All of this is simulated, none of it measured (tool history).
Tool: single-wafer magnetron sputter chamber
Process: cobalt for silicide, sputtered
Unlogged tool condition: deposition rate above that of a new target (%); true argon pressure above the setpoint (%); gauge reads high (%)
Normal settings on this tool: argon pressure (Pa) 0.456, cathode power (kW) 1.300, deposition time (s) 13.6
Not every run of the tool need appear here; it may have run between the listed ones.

run   hour  argon pressure (Pa)  cathode power (kW)  deposition time (s)  wafers since the last listed run  wafers on the sputter target  hours since the last manometer calibration  hours since the magnet pack was replaced  hours since the gauge calibration  read-back reference wafer on the same gauge, thickness_nm  mean film thickness on the monitor wafer (nm)
  1    0.0                0.456               1.300                 12.0                                 0                          5199                                       957.2                                    7767.6                              771.9                                                      9.435                                          7.673
  2   16.8                0.456               1.300                 12.0                               571                          5770                                       974.0                                    7784.4                              788.7                                                      9.433                                          7.678
  3   44.4                0.456               1.300                 12.0                               938                          6708                                      1001.6                                    7812.0                              816.3                                                      9.424                                          7.665
      67.8  -- sputter target and shields replaced
  4  101.6                0.456               1.300                 13.6                              1672                          1147                                      1058.8                                    7869.2                              873.5                                                      9.409                                          8.644
  5  125.4                0.456               1.300                 13.6                               809                          1956                                      1082.6                                    7893.0                              897.3                                                      9.409                                          8.677
  6  150.5                0.456               1.300                 13.6                               853                          2810                                      1107.7                                    7918.1                              922.4                                                      9.405                                          8.681
     166.5  -- gauge calibrated
  7  181.4                0.456               1.300                 13.6                              1050                          3861                                      1138.6                                    7949.0                               14.9                                                      9.651                                          8.894
  8  196.0                0.456               1.300                 13.6                               496                          4357                                      1153.2                                    7963.6                               29.5                                                      9.654                                          8.895
  9  225.8                0.456               1.300                 13.6                              1013                          5370                                      1183.0                                    7993.4                               59.3                                                      9.644                                          8.870
 10  249.4                0.456               1.300                 13.6                               802                          6173                                      1206.6                                    8017.0                               82.9                                                      9.639                                          8.858
 11  271.3                0.456               1.300                 13.6                               744                          6917                                      1228.5                                    8038.9                              104.8                                                      9.634                                          8.903
     294.0  -- sputter target and shields replaced
 12  303.6                0.456               1.300                 13.6                               826                           325                                      1260.8                                    8071.2                              137.1                                                      9.630                                          8.874
 13  319.5                0.345               1.300                 13.6                               540                           866                                      1276.7                                    8087.1                              153.0                                                      9.623                                          9.352
 14  346.7                0.345               1.300                 13.6                               924                          1791                                      1303.9                                    8114.3                              180.2                                                      9.613                                          9.327
 15  379.7                0.632               1.500                 12.8                              1122                          2913                                      1336.9                                    8147.3                              213.2                                                      9.606                                          8.690
 16  392.9                0.456               1.550                 13.6                               448                          3362                                      1350.1                                    8160.5                              226.4                                                      9.608                                         10.292
 17  424.8                0.329               1.300                 13.6                              1084                          4446                                      1382.0                                    8192.4                              258.3                                                      9.592                                          9.392
 18  452.9                0.456               1.300                 13.6                               955                          5402                                      1410.1                                    8220.5                              286.4                                                      9.590                                          8.877
     469.2  -- sputter target and shields replaced
 19  469.7                0.456               1.200                 15.6                               299                            16                                      1426.9                                    8237.3                              303.2                                                      9.586                                          9.507
 20  496.8                0.573               1.500                 13.6                               921                           938                                      1454.0                                    8264.4                              330.3                                                      9.581                                          9.438
 21  529.6                0.456               1.300                 13.6                              1115                          2053                                      1486.8                                    8297.2                              363.1                                                      9.566                                          8.823
     539.7  -- magnet pack replaced
 22  554.2                0.456               1.400                 13.6                               564                          2617                                      1511.4                                      14.5                              387.7                                                      9.566                                          9.362
 23  568.1                0.456               1.300                 13.6                               472                          3090                                      1525.3                                      28.4                              401.6                                                      9.559                                          8.837
     576.2  -- capacitance manometer re-zeroed and calibrated
 24  581.1                0.456               1.300                 13.6                               170                          3260                                         4.9                                      41.4                              414.6                                                      9.560                                          8.827
 25  611.7                0.528               1.600                 11.4                              1040                          4301                                        35.5                                      72.0                              445.2                                                      9.555                                          8.514
 26  624.7                0.633               1.200                 11.2                               442                          4743                                        48.5                                      85.0                              458.2                                                      9.549                                          6.250
 27  641.1                0.456               1.300                 12.7                               557                          5300                                        64.9                                     101.4                              474.6                                                      9.542                                          8.205
 28  654.7                0.456               1.300                 13.6                               462                          5763                                        78.5                                     115.0                              488.2                                                      9.539                                          8.820
     669.7  -- sputter target and shields replaced
 29  681.2                0.358               1.300                 15.4                               629                           391                                       105.0                                     141.5                              514.7                                                      9.537                                         10.416
 30  732.8                0.616               1.300                 13.6                              1754                          2146                                       156.6                                     193.1                              566.3                                                      9.522                                          8.163
 31  746.5                0.456               1.300                 14.4                               465                          2612                                       170.3                                     206.8                              580.0                                                      9.517                                          9.311
 32  759.1                0.456               1.550                 15.8                               428                          3040                                       182.9                                     219.4                              592.6                                                      9.515                                         11.798
 33  778.7                0.285               1.300                 13.6                               666                          3707                                       202.5                                     239.0                              612.2                                                      9.516                                          9.483
 34  826.6                0.456               1.300                 13.6                              1628                          5335                                       250.4                                     286.9                              660.1                                                      9.500                                          8.765
     850.0  -- sputter target and shields replaced
 35  853.1                0.456               1.300                 13.6                               629                           106                                       276.9                                     313.4                              686.6                                                      9.489                                          8.789

Same runs, no hidden state in the tool, same run-to-run variation:
run  mean film thickness on the monitor wafer (nm)
  1                                          7.831
  2                                          7.840
  3                                          7.831
  4                                          8.845
  5                                          8.884
  6                                          8.894
  7                                          8.870
  8                                          8.874
  9                                          8.856
 10                                          8.849
 11                                          8.899
 12                                          8.878
 13                                          9.359
 14                                          9.341
 15                                          8.710
 16                                         10.319
 17                                          9.425
 18                                          8.914
 19                                          9.551
 20                                          9.488
 21                                          8.877
 22                                          9.425
 23                                          8.900
 24                                          8.893
 25                                          8.584
 26                                          6.303
 27                                          8.278
 28                                          8.902
 29                                         10.520
 30                                          8.256
 31                                          9.420
 32                                         11.940
 33                                          9.602
 34                                          8.886
 35                                          8.915

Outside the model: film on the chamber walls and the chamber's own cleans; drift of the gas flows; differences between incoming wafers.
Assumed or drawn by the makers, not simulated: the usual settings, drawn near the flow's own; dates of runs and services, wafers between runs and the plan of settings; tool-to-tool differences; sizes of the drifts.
